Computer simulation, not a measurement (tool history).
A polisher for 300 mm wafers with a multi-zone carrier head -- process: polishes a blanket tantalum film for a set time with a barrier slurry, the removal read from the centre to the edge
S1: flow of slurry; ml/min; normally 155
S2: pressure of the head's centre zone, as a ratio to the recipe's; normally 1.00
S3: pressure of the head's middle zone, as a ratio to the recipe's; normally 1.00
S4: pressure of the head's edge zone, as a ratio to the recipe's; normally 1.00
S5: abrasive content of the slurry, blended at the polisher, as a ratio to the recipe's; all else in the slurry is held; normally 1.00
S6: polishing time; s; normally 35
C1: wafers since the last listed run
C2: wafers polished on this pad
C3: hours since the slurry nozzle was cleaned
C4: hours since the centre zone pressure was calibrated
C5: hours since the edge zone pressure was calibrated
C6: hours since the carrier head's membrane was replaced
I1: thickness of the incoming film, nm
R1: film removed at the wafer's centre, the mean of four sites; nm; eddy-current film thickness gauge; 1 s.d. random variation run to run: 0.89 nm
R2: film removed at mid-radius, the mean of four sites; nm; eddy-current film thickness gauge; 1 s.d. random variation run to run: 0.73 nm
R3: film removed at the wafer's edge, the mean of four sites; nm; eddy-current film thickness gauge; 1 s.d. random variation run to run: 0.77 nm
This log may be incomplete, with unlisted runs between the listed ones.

{"run": 1, "day": 0.0, "S1": 155, "S2": 1.0, "S3": 1.0, "S4": 1.0, "S5": 1.0, "S6": 35, "C1": 0, "C2": 153, "C3": 643.0, "C4": 111.3, "C5": 163.3, "C6": 1188.0, "I1": 428.1, "R1": 71.9, "R2": 72.5, "R3": 74.4}
{"run": 2, "day": 1.279, "S1": 155, "S2": 1.0, "S3": 1.0, "S4": 1.06, "S5": 1.3, "S6": 27, "C1": 241, "C2": 395, "C3": 673.7, "C4": 142.0, "C5": 194.0, "C6": 1218.7, "I1": 431.8, "R1": 58.9, "R2": 60.2, "R3": 62.7}
{"day": 1.6, "done": "carrier head's membrane replaced by a new one"}
{"run": 3, "day": 1.9, "S1": 155, "S2": 1.0, "S3": 1.0, "S4": 1.0, "S5": 1.0, "S6": 35, "C1": 77, "C2": 473, "C3": 688.6, "C4": 156.9, "C5": 208.9, "C6": 7.2, "I1": 437.3, "R1": 71.6, "R2": 72.8, "R3": 72.4}
{"run": 4, "day": 3.188, "S1": 155, "S2": 1.0, "S3": 1.05, "S4": 0.89, "S5": 0.9, "S6": 35, "C1": 243, "C2": 716, "C3": 719.5, "C4": 187.8, "C5": 239.8, "C6": 38.1, "I1": 428.5, "R1": 67.4, "R2": 71.5, "R3": 66.2}
{"run": 5, "day": 3.746, "S1": 155, "S2": 1.0, "S3": 1.08, "S4": 1.0, "S5": 1.0, "S6": 35, "C1": 105, "C2": 822, "C3": 732.9, "C4": 201.2, "C5": 253.2, "C6": 51.5, "I1": 429.4, "R1": 70.8, "R2": 75.8, "R3": 72.5}
{"run": 6, "day": 4.958, "S1": 155, "S2": 1.0, "S3": 1.0, "S4": 1.0, "S5": 1.0, "S6": 35, "C1": 229, "C2": 1051, "C3": 762.0, "C4": 230.3, "C5": 282.3, "C6": 80.6, "I1": 433.5, "R1": 70.9, "R2": 70.9, "R3": 72.9}
{"day": 5.646, "done": "slurry nozzle cleaned"}
{"run": 7, "day": 6.225, "S1": 110, "S2": 1.0, "S3": 1.0, "S4": 1.0, "S5": 1.0, "S6": 39, "C1": 231, "C2": 1282, "C3": 13.9, "C4": 260.7, "C5": 312.7, "C6": 111.0, "I1": 432.7, "R1": 77.1, "R2": 80.8, "R3": 80.4}
{"run": 8, "day": 7.55, "S1": 110, "S2": 1.07, "S3": 1.0, "S4": 1.0, "S5": 1.0, "S6": 35, "C1": 250, "C2": 1532, "C3": 45.7, "C4": 292.5, "C5": 344.5, "C6": 142.8, "I1": 430.2, "R1": 74.7, "R2": 71.0, "R3": 73.4}
{"run": 9, "day": 8.342, "S1": 140, "S2": 1.1, "S3": 1.05, "S4": 1.06, "S5": 1.0, "S6": 35, "C1": 149, "C2": 1682, "C3": 64.7, "C4": 311.5, "C5": 363.5, "C6": 161.8, "I1": 431.2, "R1": 82.6, "R2": 77.5, "R3": 76.8}
{"run": 10, "day": 9.358, "S1": 155, "S2": 1.0, "S3": 1.0, "S4": 1.0, "S5": 1.0, "S6": 35, "C1": 192, "C2": 1874, "C3": 89.1, "C4": 335.9, "C5": 387.9, "C6": 186.2, "I1": 431.5, "R1": 75.4, "R2": 75.0, "R3": 74.2}
{"day": 10.083, "done": "worn pad replaced by a new one"}
{"run": 11, "day": 10.104, "S1": 155, "S2": 1.0, "S3": 0.93, "S4": 1.0, "S5": 1.25, "S6": 35, "C1": 109, "C2": 3, "C3": 107.0, "C4": 353.8, "C5": 405.8, "C6": 204.1, "I1": 432.0, "R1": 79.7, "R2": 76.1, "R3": 80.2}
{"run": 12, "day": 10.838, "S1": 155, "S2": 1.0, "S3": 1.0, "S4": 0.93, "S5": 1.15, "S6": 35, "C1": 138, "C2": 142, "C3": 124.6, "C4": 371.4, "C5": 423.4, "C6": 221.7, "I1": 433.6, "R1": 77.1, "R2": 79.1, "R3": 75.0}
{"run": 13, "day": 12.129, "S1": 155, "S2": 1.0, "S3": 1.0, "S4": 1.0, "S5": 1.3, "S6": 35, "C1": 244, "C2": 386, "C3": 155.6, "C4": 402.4, "C5": 454.4, "C6": 252.7, "I1": 430.5, "R1": 80.5, "R2": 79.6, "R3": 80.1}
{"run": 14, "day": 12.65, "S1": 155, "S2": 1.0, "S3": 1.0, "S4": 1.0, "S5": 1.0, "S6": 35, "C1": 98, "C2": 484, "C3": 168.1, "C4": 414.9, "C5": 466.9, "C6": 265.2, "I1": 435.2, "R1": 73.7, "R2": 75.3, "R3": 74.0}
{"run": 15, "day": 16.646, "S1": 155, "S2": 1.0, "S3": 1.1, "S4": 0.95, "S5": 0.8, "S6": 38, "C1": 755, "C2": 1239, "C3": 264.0, "C4": 510.8, "C5": 562.8, "C6": 361.1, "I1": 425.8, "R1": 75.1, "R2": 80.0, "R3": 71.7}
{"run": 16, "day": 17.817, "S1": 155, "S2": 1.0, "S3": 0.96, "S4": 1.0, "S5": 1.0, "S6": 41, "C1": 221, "C2": 1461, "C3": 292.1, "C4": 538.9, "C5": 590.9, "C6": 389.2, "I1": 437.8, "R1": 88.8, "R2": 84.7, "R3": 87.2}
{"run": 17, "day": 19.096, "S1": 155, "S2": 1.0, "S3": 1.0, "S4": 1.0, "S5": 1.0, "S6": 38, "C1": 241, "C2": 1702, "C3": 322.8, "C4": 569.6, "C5": 621.6, "C6": 419.9, "I1": 424.4, "R1": 79.6, "R2": 80.7, "R3": 81.8}
{"day": 19.554, "done": "worn pad replaced by a new one"}
{"run": 18, "day": 19.946, "S1": 155, "S2": 1.0, "S3": 1.0, "S4": 1.0, "S5": 1.0, "S6": 35, "C1": 129, "C2": 74, "C3": 343.2, "C4": 590.0, "C5": 642.0, "C6": 440.3, "I1": 425.6, "R1": 73.7, "R2": 73.6, "R3": 73.8}
{"run": 19, "day": 20.638, "S1": 155, "S2": 1.05, "S3": 0.92, "S4": 1.11, "S5": 1.0, "S6": 35, "C1": 130, "C2": 205, "C3": 359.8, "C4": 606.6, "C5": 658.6, "C6": 456.9, "I1": 430.9, "R1": 78.2, "R2": 69.6, "R3": 78.6}
{"run": 20, "day": 21.6, "S1": 185, "S2": 1.0, "S3": 1.12, "S4": 0.9, "S5": 1.0, "S6": 35, "C1": 181, "C2": 386, "C3": 382.9, "C4": 629.7, "C5": 681.7, "C6": 480.0, "I1": 428.8, "R1": 76.3, "R2": 85.4, "R3": 70.9}
{"run": 21, "day": 23.1, "S1": 120, "S2": 1.0, "S3": 1.09, "S4": 0.93, "S5": 1.0, "S6": 45, "C1": 283, "C2": 670, "C3": 418.9, "C4": 665.7, "C5": 717.7, "C6": 516.0, "I1": 434.6, "R1": 88.7, "R2": 96.1, "R3": 88.7}
{"run": 22, "day": 23.704, "S1": 155, "S2": 1.0, "S3": 1.0, "S4": 1.0, "S5": 1.0, "S6": 35, "C1": 114, "C2": 784, "C3": 433.4, "C4": 680.2, "C5": 732.2, "C6": 530.5, "I1": 435.4, "R1": 71.9, "R2": 74.7, "R3": 74.3}
{"run": 23, "day": 24.4, "S1": 155, "S2": 1.0, "S3": 1.0, "S4": 1.1, "S5": 0.9, "S6": 35, "C1": 131, "C2": 916, "C3": 450.1, "C4": 696.9, "C5": 748.9, "C6": 547.2, "I1": 427.5, "R1": 69.2, "R2": 71.3, "R3": 73.8}

3 options for the next run, each taken on its own from the tool as it stands now. Forecast them:
{"run": "A", "day": 24.417, "S1": 155, "S2": 1.0, "S3": 1.0, "S4": 0.94, "S5": 1.0, "S6": 35, "C1": 3, "C2": 919, "C3": 450.5, "C4": 697.3, "C5": 749.3, "C6": 547.6, "I1": 428.7, "R1": "?", "R2": "?", "R3": "?"}
{"run": "B", "day": 24.417, "S1": 155, "S2": 1.0, "S3": 1.0, "S4": 0.93, "S5": 0.85, "S6": 35, "C1": 3, "C2": 919, "C3": 450.5, "C4": 697.3, "C5": 749.3, "C6": 547.6, "I1": 428.7, "R1": "?", "R2": "?", "R3": "?"}
{"run": "C", "day": 24.417, "S1": 115, "S2": 1.0, "S3": 1.0, "S4": 1.0, "S5": 1.25, "S6": 35, "C1": 3, "C2": 919, "C3": 450.5, "C4": 697.3, "C5": 749.3, "C6": 547.6, "I1": 428.7, "R1": "?", "R2": "?", "R3": "?"}

run=A R1=73.6 R2=74.8 R3=71.0
run=B R1=69.2 R2=70.4 R3=66.5
run=C R1=73.2 R2=75.1 R3=74.9
Take away the tool's hidden state, keep each run's random variation, and the runs would have read:
run=A R1=76.8 R2=77.6 R3=72.9
run=B R1=72.2 R2=73.0 R3=68.3
run=C R1=77.4 R2=78.8 R3=77.4
